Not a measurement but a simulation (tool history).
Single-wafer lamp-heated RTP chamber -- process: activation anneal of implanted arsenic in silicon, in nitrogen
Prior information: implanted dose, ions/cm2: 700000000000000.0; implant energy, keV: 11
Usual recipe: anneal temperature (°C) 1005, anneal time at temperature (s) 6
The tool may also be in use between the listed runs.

run     day  anneal temperature (°C)  anneal time at temperature (s)  read-back reference wafer on the same gauge, sheet resistance  sheet resistance of the implanted and annealed layer (ohm/square)
  1       0                     1005                               6                                                         222.94                                                             194.33
  2   1.067                     1005                               6                                                         223.08                                                             194.08
  3   2.279                     1005                               6                                                         222.99                                                             192.83
  4     2.9                     1005                               6                                                         222.79                                                             192.73
  5   3.446                     1005                               8                                                         223.22                                                             187.83
  6   4.546                     1005                               8                                                         223.21                                                             191.49
  7   5.396                     1005                               6                                                         223.26                                                             196.46
  8   6.133                     1005                               6                                                         223.26                                                             195.77
  9   7.242                     1005                               6                                                         223.26                                                             196.35
 10   8.354                     1005                               4                                                         222.98                                                             198.77
 11  12.321                     1005                               6                                                         223.05                                                             195.09
 12  13.183                     1005                               6                                                         223.19                                                             193.64
 13  14.479                     1005                               6                                                         223.11                                                             191.86
 14  15.275                      992                               4                                                         223.17                                                             203.26
 15  16.288                     1005                               3                                                         222.99                                                             201.52
 16  17.504                      976                               6                                                         222.86                                                              204.8
 17  18.067                     1017                               3                                                         222.96                                                             200.13
 18  19.308                     1034                               6                                                         222.86                                                             187.34
 19  20.162                     1022                               6                                                          223.1                                                                191
 20  20.942                      988                               9                                                          223.1                                                             195.55
 21   21.55                     1005                               6                                                         223.22                                                             195.37
 22  22.708                     1005                               4                                                         222.92                                                             199.23
 23  23.525                     1027                               7                                                         222.77                                                             185.13
 24  24.229                     1005                               7                                                         222.95                                                              192.7
 25  24.746                     1016                               3                                                         222.96                                                             199.25
 26    25.4                     1020                               6                                                         223.11                                                             188.79
 27  26.254                      993                               6                                                         223.17                                                              199.1
 28  27.146                     1005                               6                                                         222.96                                                             192.49
 29  28.396                      978                               6                                                         223.12                                                             200.67
 30  29.712                     1005                               9                                                         222.97                                                             186.38
 31  30.767                     1005                               6                                                         223.13                                                             192.76
 32  32.108                      992                               4                                                         223.03                                                             199.55
 33  33.717                     1027                               4                                                         222.94                                                             194.43
 34  34.721                      988                               8                                                         223.07                                                             197.94
 35  35.979                     1028                               6                                                         222.84                                                             188.34
 36  37.012                     1034                               4                                                          223.2                                                             191.83

The log once held 6 entries between its listed runs, left out of this copy. Where does each go, and what is different about the tool's unlogged condition between the listed run before it and the listed run after it?
Between runs 5 and 6: pyrometer window cleaned and pyrometer calibrated (day 4.012)
  true wafer temperature minus pyrometer reading, K: 9.75 -> 2.26
  measured value less the no-hidden-state value, sheet resistance of the implanted and annealed layer (ohm/square): -3.21 -> -0.74
Between runs 10 and 11: reflector plate cleaned (day 10.288)
  true wafer temperature minus pyrometer reading, K: 3.34 -> 6.24
  measured value less the no-hidden-state value, sheet resistance of the implanted and annealed layer (ohm/square): -0.93 -> -1.89
Between runs 15 and 16: pyrometer window cleaned and pyrometer calibrated (day 17.183)
  true wafer temperature minus pyrometer reading, K: 11 -> 1.5
  measured value less the no-hidden-state value, sheet resistance of the implanted and annealed layer (ohm/square): -3.06 -> -0.6
Between runs 17 and 18: gauge calibrated (day 19.204)
  true wafer temperature minus pyrometer reading, K: 1.54 -> 1.76
  measured value less the no-hidden-state value, sheet resistance of the implanted and annealed layer (ohm/square): -0.42 -> -0.62
Between runs 32 and 33: reflector plate cleaned (day 33.042); pyrometer window cleaned and pyrometer calibrated (day 33.696)
  true wafer temperature minus pyrometer reading, K: 14.4 -> 0.0725
  measured value less the no-hidden-state value, sheet resistance of the implanted and annealed layer (ohm/square): -4.35 -> -0.02
